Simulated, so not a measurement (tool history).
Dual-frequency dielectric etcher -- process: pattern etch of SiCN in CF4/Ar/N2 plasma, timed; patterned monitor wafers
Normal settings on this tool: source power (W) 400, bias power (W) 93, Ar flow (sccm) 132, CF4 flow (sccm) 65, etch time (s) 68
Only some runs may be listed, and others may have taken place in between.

run     day  source power (W)  bias power (W)  Ar flow (sccm)  CF4 flow (sccm)  etch time (s)  wafers since the last listed run  hours since the last wet clean  hours since the last source power generator calibration  hours since the last bias power generator calibration  hours since the last Ar flow controller change  hours since the last CF4 flow controller change  hours since the last upper electrode change  hours since the gauge calibration  read-back reference wafer on the same gauge, depth_nm  mean etch depth across the wafer (Å)
  1       0               400              87             132               65             68                                 0                           128.3                                                   3224.6                                                 2807.7                                          4705.6                                           1086.5                                       3829.9                              368.8                                                   59.8                                   554
      0.283  -- gauge calibrated
  2   1.271               400              87             132               65             68                               458                           158.8                                                   3255.1                                                 2838.2                                          4736.1                                             1117                                       3860.4                               23.7                                                   59.9                                   561
  3   2.596               400              93             132               65             68                               477                           190.6                                                   3286.9                                                   2870                                          4767.9                                           1148.8                                       3892.2                               55.5                                                   59.6                                   570
  4   3.912               470              93             132               65             68                               474                           222.2                                                   3318.5                                                 2901.6                                          4799.5                                           1180.4                                       3923.8                               87.1                                                   59.6                                   672
      5.371  -- bias power generator calibrated
      5.517  -- upper electrode replaced
  5   5.538               470              93             132               65             68                               473                           261.2                                                   3357.5                                                      4                                          4838.5                                           1219.4                                          0.5                              126.1                                                   59.6                                   675
  6   5.717               470              93             132               65             68                                64                           265.5                                                   3361.8                                                    8.3                                          4842.8                                           1223.7                                          4.8                              130.4                                                   59.7                                   670
  7   6.758               340              93             132               76             68                               375                           290.5                                                   3386.8                                                   33.3                                          4867.8                                           1248.7                                         29.8                              155.4                                                   59.8                                   514
  8   7.833               340              93             132               76             68                               387                           316.3                                                   3412.6                                                   59.1                                          4893.6                                           1274.5                                         55.6                              181.2                                                   59.7                                   506
      9.083  -- source power generator calibrated
  9   9.104               400              93             132               65             68                               398                           346.8                                                      0.5                                                   89.6                                          4924.1                                             1305                                         86.1                              211.7                                                   59.7                                   586
     11.038  -- wet clean of the chamber
 10  11.058               450              93             132               65             68                               344                             0.5                                                     47.4                                                  136.5                                            4971                                           1351.9                                          133                              258.6                                                   59.7                                   618
 11  11.654               400              93             132               65             68                               214                            14.8                                                     61.7                                                  150.8                                          4985.3                                           1366.2                                        147.3                              272.9                                                   59.7                                   560
 12  12.525               430             103             104               65             52                               314                            35.7                                                     82.6                                                  171.7                                          5006.2                                           1387.1                                        168.2                              293.8                                                   59.8                                   488
     13.188  -- CF4 flow controller replaced
 13  13.804               400              87             132               50             68                               371                            66.4                                                    113.3                                                  202.4                                          5036.9                                             14.8                                        198.9                              324.5                                                   59.6                                   525
 14  14.733               400             113             132               75             68                               335                            88.7                                                    135.6                                                  224.7                                          5059.2                                             37.1                                        221.2                              346.8                                                   59.8                                   617
     15.017  -- Ar flow controller replaced
 15  15.304               400             103             132               76             68                               115                           102.4                                                    149.3                                                  238.4                                             6.9                                             50.8                                        234.9                              360.5                                                   59.7                                   603
     15.496  -- gauge calibrated
 16  16.367               400              93             132               65             68                               383                           127.9                                                    174.8                                                  263.9                                            32.4                                             76.3                                        260.4                               20.9                                                   59.7                                   569
 17  16.971               400              73             162               73             78                               217                           142.4                                                    189.3                                                  278.4                                            46.9                                             90.8                                        274.9                               35.4                                                   59.8                                   597
 18  17.875               400              93             132               65             68                               326                           164.1                                                      211                                                  300.1                                            68.6                                            112.5                                        296.6                               57.1                                                   59.6                                   575
 19  19.088               310              84             156               65           83.5                               437                           193.2                                                    240.1                                                  329.2                                            97.7                                            141.6                                        325.7                               86.2                                                   59.7                                   529
 20  19.708               340              93             132               76             68                               223                           208.1                                                      255                                                  344.1                                           112.6                                            156.5                                        340.6                              101.1                                                   59.6                                   507
 21  21.021               400             112             132               81             81                               473                           239.6                                                    286.5                                                  375.6                                           144.1                                              188                                        372.1                              132.6                                                   59.7                                   758

Branching from run 21: 4 alternative next runs. What would each branch give?
  A  21.038               400              93             132               65             68                                 6                             240                                                    286.9                                                    376                                           144.5                                            188.4                                        372.5                                133                                                      ?                                     ?
  B  21.038               400              93             108               70           47.5                                 6                             240                                                    286.9                                                    376                                           144.5                                            188.4                                        372.5                                133                                                      ?                                     ?
  C  21.038               470              93             132               56           48.5                                 6                             240                                                    286.9                                                    376                                           144.5                                            188.4                                        372.5                                133                                                      ?                                     ?
  D  21.038               400             107             132               65             68                                 6                             240                                                    286.9                                                    376                                           144.5                                            188.4                                        372.5                                133                                                      ?                                     ?

run  read-back reference wafer on the same gauge, depth_nm  mean etch depth across the wafer (Å)
  A                                                   59.6                                   577
  B                                                   59.6                                   415
  C                                                   59.6                                   465
  D                                                   59.6                                   607
Without the tool's hidden state the same runs would have given:
run  mean etch depth across the wafer (Å)
  A                                   558
  B                                   401
  C                                   449
  D                                   587
